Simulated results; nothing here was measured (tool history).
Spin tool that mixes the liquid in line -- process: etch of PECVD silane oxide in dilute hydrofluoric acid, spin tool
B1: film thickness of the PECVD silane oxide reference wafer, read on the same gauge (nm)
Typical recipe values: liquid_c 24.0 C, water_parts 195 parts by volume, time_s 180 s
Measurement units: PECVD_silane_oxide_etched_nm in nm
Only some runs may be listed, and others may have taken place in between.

Run 1, day 0.000: usual settings; B1 60.00. Result: PECVD_silane_oxide_etched_nm 19.29 nm.
Run 2, day 3.846: usual settings; B1 59.99. Result: PECVD_silane_oxide_etched_nm 19.36 nm.
Run 3, day 6.846: usual settings but liquid_c 21.5 C, water_parts 220 parts by volume; B1 60.00. Result: PECVD_silane_oxide_etched_nm 15.11 nm.
Run 4, day 11.288: usual settings; B1 60.01. Result: PECVD_silane_oxide_etched_nm 19.13 nm.
Run 5, day 13.375: usual settings; B1 59.98. Result: PECVD_silane_oxide_etched_nm 19.10 nm.
Run 6, day 15.471: usual settings; B1 59.99. Result: PECVD_silane_oxide_etched_nm 19.42 nm.
Run 7, day 18.883: usual settings; B1 59.99. Result: PECVD_silane_oxide_etched_nm 18.99 nm.
Run 8, day 25.446: usual settings; B1 60.00. Result: PECVD_silane_oxide_etched_nm 19.29 nm.
Run 9, day 28.533: usual settings; B1 59.99. Result: PECVD_silane_oxide_etched_nm 19.11 nm.
Run 10, day 31.196: usual settings but time_s 90 s; B1 60.00. Result: PECVD_silane_oxide_etched_nm 9.65 nm.
Run 11, day 33.796: usual settings but time_s 90 s; B1 59.98. Result: PECVD_silane_oxide_etched_nm 9.44 nm.
At day 34.271: hydrofluoric acid flow meter replaced.
At day 36.733: gauge calibrated.
Run 12, day 38.792: usual settings but time_s 90 s; B1 60.01. Result: PECVD_silane_oxide_etched_nm 9.82 nm.
Run 13, day 40.975: usual settings; B1 60.02. Result: PECVD_silane_oxide_etched_nm 19.74 nm.
Run 14, day 44.300: usual settings; B1 59.99. Result: PECVD_silane_oxide_etched_nm 19.73 nm.
Run 15, day 46.717: usual settings; B1 60.00. Result: PECVD_silane_oxide_etched_nm 19.77 nm.
Run 16, day 50.129: usual settings; B1 59.99. Result: PECVD_silane_oxide_etched_nm 19.82 nm.

Run 17 comes next. What will it give?
Run 17, day 52.412: usual settings but liquid_c 22.5 C, water_parts 245 parts by volume, time_s 115 s; B1 ?. Result: PECVD_silane_oxide_etched_nm ?.

B1: 59.99
PECVD_silane_oxide_etched_nm: 8.98 nm
Take away the tool's hidden state, keep the run-to-run variation as it was, and the same run would have given PECVD_silane_oxide_etched_nm 8.97 nm.

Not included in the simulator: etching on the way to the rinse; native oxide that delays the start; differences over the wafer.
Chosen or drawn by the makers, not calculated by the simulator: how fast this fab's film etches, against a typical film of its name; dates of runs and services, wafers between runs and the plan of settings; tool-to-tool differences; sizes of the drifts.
